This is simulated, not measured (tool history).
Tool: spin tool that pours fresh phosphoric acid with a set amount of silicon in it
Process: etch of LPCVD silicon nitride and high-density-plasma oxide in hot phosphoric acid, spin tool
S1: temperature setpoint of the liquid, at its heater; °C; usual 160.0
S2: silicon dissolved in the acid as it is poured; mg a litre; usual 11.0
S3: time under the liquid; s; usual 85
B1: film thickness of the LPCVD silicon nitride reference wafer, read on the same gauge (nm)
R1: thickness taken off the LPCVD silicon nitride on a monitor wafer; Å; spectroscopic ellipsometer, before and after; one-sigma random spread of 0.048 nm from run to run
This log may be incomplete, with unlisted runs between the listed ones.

Run 1, hour 0.0: usual settings; B1 49.97. Result: R1 61.8 Å.
Run 2, hour 57.1: usual settings; B1 49.96. Result: R1 62.1 Å.
Run 3, hour 108.3: usual settings but S3 115 s; B1 50.02. Result: R1 84.1 Å.
Run 4, hour 156.9: usual settings but S3 115 s; B1 50.01. Result: R1 83.9 Å.
Run 5, hour 183.9: usual settings but S3 115 s; B1 49.97. Result: R1 83.5 Å.
Run 6, hour 213.2: usual settings but S2 4.5 mg a litre; B1 49.97. Result: R1 62.1 Å.
Run 7, hour 266.9: usual settings but S2 4.5 mg a litre; B1 50.05. Result: R1 61.3 Å.
Run 8, hour 327.8: usual settings but S2 4.5 mg a litre; B1 50.00. Result: R1 60.8 Å.
Run 9, hour 353.1: usual settings but S3 100 s; B1 50.00. Result: R1 72.5 Å.
Run 10, hour 400.5: usual settings; B1 50.02. Result: R1 60.5 Å.
Run 11, hour 460.9: usual settings but S1 159.0 °C, S3 115 s; B1 50.00. Result: R1 78.4 Å.
At hour 478.2: thermometer replaced.
Run 12, hour 494.4: usual settings; B1 49.96. Result: R1 60.1 Å.
At hour 673.5: heated supply line repaired.
Run 13, hour 696.3: usual settings but S1 162.5 °C; B1 50.05. Result: R1 60.0 Å.
At hour 698.7: gauge calibrated.
Run 14, hour 724.0: usual settings but S1 161.0 °C, S2 14.5 mg a litre, S3 135 s; B1 50.02. Result: R1 91.1 Å.
At hour 732.0: dissolved silicon flow meter replaced.
Run 15, hour 759.2: usual settings but S3 115 s; B1 50.05. Result: R1 75.3 Å.
Run 16, hour 816.5: usual settings but S1 162.0 °C, S2 19.5 mg a litre, S3 130 s; B1 50.01. Result: R1 90.7 Å.
Run 17, hour 866.8: usual settings but S1 158.0 °C, S2 16.5 mg a litre, S3 100 s; B1 49.97. Result: R1 58.5 Å.
At hour 912.2: heated supply line repaired, repeated, since the last time left the tool worse.
Run 18, hour 1026.4: usual settings but S3 65 s; B1 50.03. Result: R1 49.7 Å.

Below, some changes in R1 between adjacent runs. For each, the amount present without the hidden state too (settings, incoming material, random variation) and the amount remaining for the hidden state with gauge scatter not shared by both compared results:
The hidden state here: liquid colder than its thermometer reads (K); dissolved silicon flow below the setpoint (%); temperature lost on the way to the wafer (K); gauge reads high (%).
Run 16 -> 17: S1 162.0 -> 158.0, S2 19.5 -> 16.5, S3 130 -> 100. R1 -32.2 Å: hidden state +3.2, all else -35.4.
Run 17 -> 18: S1 158.0 -> 160.0, S2 16.5 -> 11.0, S3 100 -> 65, heated supply line repaired, repeated, since the last time left the tool worse. R1 -8.8 Å: hidden state +13.3, all else -22.1.

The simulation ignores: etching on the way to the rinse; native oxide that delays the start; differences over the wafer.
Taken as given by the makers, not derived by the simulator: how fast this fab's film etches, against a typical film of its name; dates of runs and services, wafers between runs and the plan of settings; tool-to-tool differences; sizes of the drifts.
